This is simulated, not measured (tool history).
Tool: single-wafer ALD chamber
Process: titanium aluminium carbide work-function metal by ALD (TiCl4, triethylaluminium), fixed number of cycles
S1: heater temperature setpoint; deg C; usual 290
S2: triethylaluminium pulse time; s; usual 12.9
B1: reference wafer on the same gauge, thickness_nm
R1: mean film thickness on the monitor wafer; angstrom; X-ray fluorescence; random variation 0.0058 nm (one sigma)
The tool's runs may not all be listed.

run 1 hour=0 | S1=290 S2=12.9 | B1=1.687 | R1=19.49
run 2 hour=97.4 | S1=290 S2=16.86 | B1=1.689 | R1=19.6
run 3 hour=187.5 | S1=290 S2=12.9 | B1=1.688 | R1=19.49
-- hour=212.8 triethylaluminium bottle replaced
run 4 hour=291.4 | S1=290 S2=12.9 | B1=1.691 | R1=19.48
run 5 hour=392.6 | S1=290 S2=12.9 | B1=1.69 | R1=19.49
run 6 hour=455.3 | S1=290 S2=12.9 | B1=1.69 | R1=19.61
run 7 hour=493.7 | S1=290 S2=12.9 | B1=1.69 | R1=19.42
run 8 hour=599.5 | S1=290 S2=12.9 | B1=1.688 | R1=19.45
run 9 hour=679.3 | S1=290 S2=12.9 | B1=1.69 | R1=19.51
run 10 hour=744.7 | S1=290 S2=12.9 | B1=1.689 | R1=19.42
run 11 hour=1019.9 | S1=290 S2=12.9 | B1=1.69 | R1=19.47
run 12 hour=1070.5 | S1=290 S2=12.9 | B1=1.69 | R1=19.48
-- hour=1105.2 thermocouple changed; heater temperature recalibrated
run 13 hour=1134.9 | S1=290 S2=12.9 | B1=1.689 | R1=19.51
run 14 hour=1228.4 | S1=290 S2=12.9 | B1=1.689 | R1=19.57
run 15 hour=1288.2 | S1=300 S2=18.01 | B1=1.69 | R1=20.6
-- hour=1318.8 triethylaluminium bottle replaced
run 16 hour=1379.1 | S1=290 S2=12.9 | B1=1.689 | R1=19.49
-- hour=1409.8 showerhead replaced
run 17 hour=1421.9 | S1=284 S2=14.33 | B1=1.69 | R1=19
run 18 hour=1463.9 | S1=300 S2=18.01 | B1=1.688 | R1=20.58
run 19 hour=1520.2 | S1=303 S2=9.37 | B1=1.691 | R1=20.66
run 20 hour=1621.4 | S1=281 S2=11.11 | B1=1.689 | R1=18.44
-- hour=1625.8 gauge calibrated
run 21 hour=1679.6 | S1=296 S2=12.9 | B1=1.691 | R1=20.05
run 22 hour=1775.7 | S1=282 S2=14.96 | B1=1.69 | R1=18.72
run 23 hour=1877.5 | S1=277 S2=8.53 | B1=1.69 | R1=18.02
run 24 hour=1981.2 | S1=295 S2=15.19 | B1=1.691 | R1=20.04
run 25 hour=2045 | S1=303 S2=8.6 | B1=1.69 | R1=20.57
run 26 hour=2116 | S1=303 S2=12.9 | B1=1.689 | R1=20.93
run 27 hour=2194.9 | S1=290 S2=10.59 | B1=1.691 | R1=19.38
run 28 hour=2235.1 | S1=290 S2=12.9 | B1=1.692 | R1=19.48
run 29 hour=2291.1 | S1=290 S2=10.11 | B1=1.689 | R1=19.36

4 ways to go on from here, each from the tool as it stands after run 29. What would each give?
run A hour=2291.5 | S1=290 S2=12.9 | B1=? | R1=?
run B hour=2291.5 | S1=276 S2=8.45 | B1=? | R1=?
run C hour=2291.5 | S1=298 S2=14.33 | B1=? | R1=?
run D hour=2291.5 | S1=301 S2=9.92 | B1=? | R1=?

run=A B1=1.69 R1=19.55
run=B B1=1.69 R1=17.91
run=C B1=1.69 R1=20.4
run=D B1=1.69 R1=20.49
Without the tool's hidden state the same runs would have given:
run=A R1=19.55
run=B R1=17.91
run=C R1=20.4
run=D R1=20.49

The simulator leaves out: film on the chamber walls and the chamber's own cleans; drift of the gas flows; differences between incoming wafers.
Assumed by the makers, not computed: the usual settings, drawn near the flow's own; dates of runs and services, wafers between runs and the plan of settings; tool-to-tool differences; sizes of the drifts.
